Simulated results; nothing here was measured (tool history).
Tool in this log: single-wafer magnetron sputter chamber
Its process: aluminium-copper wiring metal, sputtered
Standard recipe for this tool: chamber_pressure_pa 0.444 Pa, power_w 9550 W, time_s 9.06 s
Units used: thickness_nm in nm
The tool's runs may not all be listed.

run,day,chamber_pressure_pa,power_w,time_s,"read-back reference wafer on the same gauge, thickness_nm",thickness_nm
1,0,0.444,9550,9.06,144.028,164.3
2,0.588,0.444,9550,9.06,143.997,164.263
3,0.962,0.444,9550,9.06,143.95,163.272
4,1.342,0.444,9550,9.06,143.934,162.554
5,1.692,0.444,9550,9.06,144.075,162.161
# day 2.246: sputter target and shields replaced
6,2.267,0.444,9550,9.06,144.025,156.944
7,2.712,0.444,9550,9.06,143.935,157.413
8,3.333,0.444,10550,9.06,143.985,173.085
9,3.754,0.444,10300,9.06,143.943,169.274
10,4.238,0.495,9550,9.06,144.122,152.315
11,4.621,0.444,9550,9.06,143.954,155.739
12,5.554,0.444,9550,9.06,143.95,154.733
13,6.138,0.444,9550,9.66,143.778,163.732
# day 6.912: sputter target and shields replaced, repeated, since the last time left the tool worse
# day 7.054: capacitance manometer re-zeroed and calibrated
14,7.075,0.444,9550,9.66,144.021,179.048
15,7.096,0.507,8100,10.53,143.921,160.003
16,7.658,0.444,10300,9.06,143.863,179.675
17,8.079,0.53,11400,9.06,144.017,191.279
# day 8.833: magnet pack replaced
18,8.854,0.268,8000,9.06,144.109,151.894
19,9.267,0.396,11650,8.42,144.022,193.632
20,9.671,0.389,8200,7.93,144.018,127.092
21,10.208,0.545,9550,10.6,143.992,182.712
22,10.608,0.444,9550,9.06,144.101,164.556
23,11.317,0.444,9550,9.06,144.079,164.105
# day 11.633: gauge calibrated
24,11.992,0.585,10200,9.06,143.884,162.655
25,12.408,0.305,7200,9.06,143.963,131.127
# day 12.779: sputter target and shields replaced
26,12.946,0.444,9550,9.06,143.926,167.425
27,13.325,0.444,9550,9.06,143.881,168.056
28,13.967,0.444,11100,9.06,143.811,193.758
29,14.454,0.444,9550,9.06,143.969,165.679
30,15.167,0.444,7250,9.06,144.106,125.484
31,15.775,0.356,8800,10,144.083,175.773
32,16.188,0.444,11500,8.14,143.93,178.958
33,16.817,0.444,9550,9.64,143.918,174.864
# day 17.796: sputter target and shields replaced
34,17.817,0.323,11650,9.06,143.95,217.951

Below are 5 alternative next runs, each starting from the tool's condition after run 34. Predict each:
A,17.833,0.444,9550,9.06,?,?
B,17.833,0.444,11900,10.27,?,?
C,17.833,0.305,9550,10.77,?,?
D,17.833,0.283,10900,10.15,?,?
E,17.833,0.444,8900,9.06,?,?

run,"read-back reference wafer on the same gauge, thickness_nm",thickness_nm
A,144.098,168.411
B,144.098,237.879
C,144.098,214.366
D,144.098,233.131
E,144.098,156.948
Take away the tool's hidden state, keep each run's random variation, and the runs would have read:
run,thickness_nm
A,168.491
B,237.992
C,214.467
D,233.242
E,157.023
